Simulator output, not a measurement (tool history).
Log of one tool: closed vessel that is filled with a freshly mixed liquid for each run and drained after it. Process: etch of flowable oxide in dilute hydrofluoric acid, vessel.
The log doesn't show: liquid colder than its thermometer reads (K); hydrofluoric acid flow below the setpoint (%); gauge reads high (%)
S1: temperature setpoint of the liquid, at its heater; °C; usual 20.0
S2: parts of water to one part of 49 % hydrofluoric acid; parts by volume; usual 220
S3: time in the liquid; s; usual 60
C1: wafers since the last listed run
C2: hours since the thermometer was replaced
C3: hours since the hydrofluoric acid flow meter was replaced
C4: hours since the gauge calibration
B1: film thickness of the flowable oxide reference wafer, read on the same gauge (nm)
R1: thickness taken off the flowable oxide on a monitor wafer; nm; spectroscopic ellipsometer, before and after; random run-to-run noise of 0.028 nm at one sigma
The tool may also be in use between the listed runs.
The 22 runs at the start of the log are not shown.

| run | hour | S1 | S2 | S3 | C1 | C2 | C3 | C4 | B1 | R1 |
|---|---|---|---|---|---|---|---|---|---|---|
|  | 364.6 | gauge calibrated |
| 23 | 371.5 | 20.0 | 220 | 75 | 1010 | 165.3 | 129.2 | 6.9 | 100.00 | 8.97 |
| 24 | 387.9 | 20.0 | 300 | 60 | 2046 | 181.7 | 145.6 | 23.3 | 100.01 | 4.91 |
| 25 | 402.3 | 24.5 | 220 | 50 | 1796 | 196.1 | 160.0 | 37.7 | 100.00 | 7.08 |
| 26 | 409.3 | 18.0 | 110 | 85 | 873 | 203.1 | 167.0 | 44.7 | 99.99 | 20.78 |
| 27 | 419.6 | 20.0 | 220 | 60 | 1285 | 213.4 | 177.3 | 55.0 | 100.00 | 7.18 |
| 28 | 426.0 | 20.0 | 275 | 30 | 798 | 219.8 | 183.7 | 61.4 | 100.01 | 2.71 |
| 29 | 434.7 | 20.0 | 220 | 60 | 1085 | 228.5 | 192.4 | 70.1 | 100.02 | 7.16 |
| 30 | 446.9 | 23.0 | 160 | 70 | 1522 | 240.7 | 204.6 | 82.3 | 100.01 | 13.76 |
| 31 | 458.7 | 17.0 | 275 | 60 | 1472 | 252.5 | 216.4 | 94.1 | 99.99 | 4.86 |
| 32 | 475.9 | 20.0 | 220 | 40 | 2146 | 269.7 | 233.6 | 111.3 | 100.01 | 4.77 |
| 33 | 489.9 | 20.0 | 220 | 60 | 1746 | 283.7 | 247.6 | 125.3 | 100.00 | 7.23 |
| 34 | 502.6 | 20.0 | 220 | 80 | 1584 | 296.4 | 260.3 | 138.0 | 100.01 | 9.54 |
| 35 | 510.5 | 20.0 | 290 | 60 | 985 | 304.3 | 268.2 | 145.9 | 100.01 | 5.09 |

Consider 3 possible next runs. They are alternatives, not a sequence: every one starts from the tool as it was left by run 35. What does each give?
| A | 511.2 | 20.0 | 220 | 60 | 87 | 305.0 | 268.9 | 146.6 | ? | ? |
| B | 511.2 | 18.5 | 220 | 80 | 87 | 305.0 | 268.9 | 146.6 | ? | ? |
| C | 511.2 | 25.0 | 295 | 30 | 87 | 305.0 | 268.9 | 146.6 | ? | ? |

| run | B1 | R1 |
|---|---|---|
| A | 100.01 | 7.21 |
| B | 100.01 | 9.07 |
| C | 100.01 | 2.99 |
Without the tool's unlogged condition, the same runs would have read:
| run | R1 |
|---|---|
| A | 7.21 |
| B | 9.07 |
| C | 2.99 |

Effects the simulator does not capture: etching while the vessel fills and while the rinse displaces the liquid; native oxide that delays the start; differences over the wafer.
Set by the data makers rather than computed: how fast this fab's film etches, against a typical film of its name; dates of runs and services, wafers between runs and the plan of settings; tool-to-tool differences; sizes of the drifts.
